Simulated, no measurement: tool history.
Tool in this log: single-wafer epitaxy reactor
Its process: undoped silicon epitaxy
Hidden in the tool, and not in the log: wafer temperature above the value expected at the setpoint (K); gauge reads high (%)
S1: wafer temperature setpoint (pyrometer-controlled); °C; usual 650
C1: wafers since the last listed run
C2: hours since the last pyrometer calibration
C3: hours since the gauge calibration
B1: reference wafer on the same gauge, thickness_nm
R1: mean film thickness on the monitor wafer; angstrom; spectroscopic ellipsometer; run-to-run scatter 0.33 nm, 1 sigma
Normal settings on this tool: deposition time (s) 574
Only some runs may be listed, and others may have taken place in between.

{"run": 1, "day": 0.0, "S1": 650, "deposition time (s)": 639, "C1": 0, "C2": 2614.8, "C3": 203.4, "B1": 95.981, "R1": 1286.75}
{"run": 2, "day": 0.35, "S1": 655, "deposition time (s)": 574, "C1": 33, "C2": 2623.2, "C3": 211.8, "B1": 96.025, "R1": 1303.82}
{"run": 3, "day": 0.779, "S1": 655, "deposition time (s)": 574, "C1": 40, "C2": 2633.5, "C3": 222.1, "B1": 95.931, "R1": 1306.64}
{"run": 4, "day": 1.204, "S1": 655, "deposition time (s)": 574, "C1": 40, "C2": 2643.7, "C3": 232.3, "B1": 95.985, "R1": 1306.93}
{"run": 5, "day": 1.858, "S1": 650, "deposition time (s)": 574, "C1": 61, "C2": 2659.4, "C3": 248.0, "B1": 95.978, "R1": 1158.41}
{"run": 6, "day": 2.512, "S1": 650, "deposition time (s)": 574, "C1": 61, "C2": 2675.1, "C3": 263.7, "B1": 96.147, "R1": 1154.02}
{"run": 7, "day": 2.962, "S1": 650, "deposition time (s)": 574, "C1": 42, "C2": 2685.9, "C3": 274.5, "B1": 96.061, "R1": 1151.19}
{"run": 8, "day": 3.304, "S1": 650, "deposition time (s)": 574, "C1": 32, "C2": 2694.1, "C3": 282.7, "B1": 95.914, "R1": 1154.23}
{"day": 4.092, "done": "pyrometer calibrated"}
{"run": 9, "day": 4.112, "S1": 650, "deposition time (s)": 574, "C1": 44, "C2": 0.5, "C3": 302.1, "B1": 95.952, "R1": 1047.3}
{"run": 10, "day": 4.15, "S1": 650, "deposition time (s)": 574, "C1": 3, "C2": 1.4, "C3": 303.0, "B1": 95.938, "R1": 1049.41}
{"run": 11, "day": 4.646, "S1": 650, "deposition time (s)": 574, "C1": 46, "C2": 13.3, "C3": 314.9, "B1": 95.926, "R1": 1049.42}
{"run": 12, "day": 5.217, "S1": 650, "deposition time (s)": 685, "C1": 54, "C2": 27.0, "C3": 328.6, "B1": 95.998, "R1": 1251.82}
{"run": 13, "day": 5.629, "S1": 664, "deposition time (s)": 574, "C1": 39, "C2": 36.9, "C3": 338.5, "B1": 95.89, "R1": 1481.25}
{"day": 6.004, "done": "gauge calibrated"}
{"run": 14, "day": 6.325, "S1": 661, "deposition time (s)": 625, "C1": 65, "C2": 53.6, "C3": 7.7, "B1": 95.932, "R1": 1513.98}
{"run": 15, "day": 6.767, "S1": 655, "deposition time (s)": 641, "C1": 41, "C2": 64.2, "C3": 18.3, "B1": 95.952, "R1": 1343.73}
{"run": 16, "day": 7.071, "S1": 650, "deposition time (s)": 574, "C1": 28, "C2": 71.5, "C3": 25.6, "B1": 96.118, "R1": 1056.45}
{"run": 17, "day": 7.562, "S1": 650, "deposition time (s)": 574, "C1": 46, "C2": 83.3, "C3": 37.4, "B1": 95.89, "R1": 1063.64}
{"run": 18, "day": 8.167, "S1": 663, "deposition time (s)": 478, "C1": 57, "C2": 97.8, "C3": 51.9, "B1": 96.066, "R1": 1214.01}
{"run": 19, "day": 8.829, "S1": 640, "deposition time (s)": 656, "C1": 62, "C2": 113.7, "C3": 67.8, "B1": 96.056, "R1": 956.31}
{"run": 20, "day": 9.575, "S1": 662, "deposition time (s)": 499, "C1": 70, "C2": 131.6, "C3": 85.7, "B1": 96.019, "R1": 1244.49}
{"run": 21, "day": 11.717, "S1": 650, "deposition time (s)": 574, "C1": 202, "C2": 183.0, "C3": 137.1, "B1": 96.057, "R1": 1075.13}
{"run": 22, "day": 12.183, "S1": 650, "deposition time (s)": 574, "C1": 44, "C2": 194.2, "C3": 148.3, "B1": 96.032, "R1": 1075.75}
{"run": 23, "day": 12.588, "S1": 650, "deposition time (s)": 574, "C1": 38, "C2": 203.9, "C3": 158.0, "B1": 96.079, "R1": 1078.69}

Branching from run 23: 5 alternative next runs. What would each branch give?
{"run": "A", "day": 12.612, "S1": 650, "deposition time (s)": 660, "C1": 2, "C2": 204.5, "C3": 158.6, "B1": "?", "R1": "?"}
{"run": "B", "day": 12.612, "S1": 650, "deposition time (s)": 610, "C1": 2, "C2": 204.5, "C3": 158.6, "B1": "?", "R1": "?"}
{"run": "C", "day": 12.612, "S1": 659, "deposition time (s)": 499, "C1": 2, "C2": 204.5, "C3": 158.6, "B1": "?", "R1": "?"}
{"run": "D", "day": 12.612, "S1": 640, "deposition time (s)": 542, "C1": 2, "C2": 204.5, "C3": 158.6, "B1": "?", "R1": "?"}
{"run": "E", "day": 12.612, "S1": 637, "deposition time (s)": 574, "C1": 2, "C2": 204.5, "C3": 158.6, "B1": "?", "R1": "?"}

run=A B1=95.991 R1=1244.43
run=B B1=95.991 R1=1150.16
run=C B1=95.991 R1=1172.68
run=D B1=95.991 R1=795.48
run=E B1=95.991 R1=780.49
The same runs, with their run-to-run variation unchanged, on a tool lacking any hidden condition would have given:
run=A R1=1197.20
run=B R1=1106.50
run=C R1=1129.12
run=D R1=764.54
run=E R1=749.91
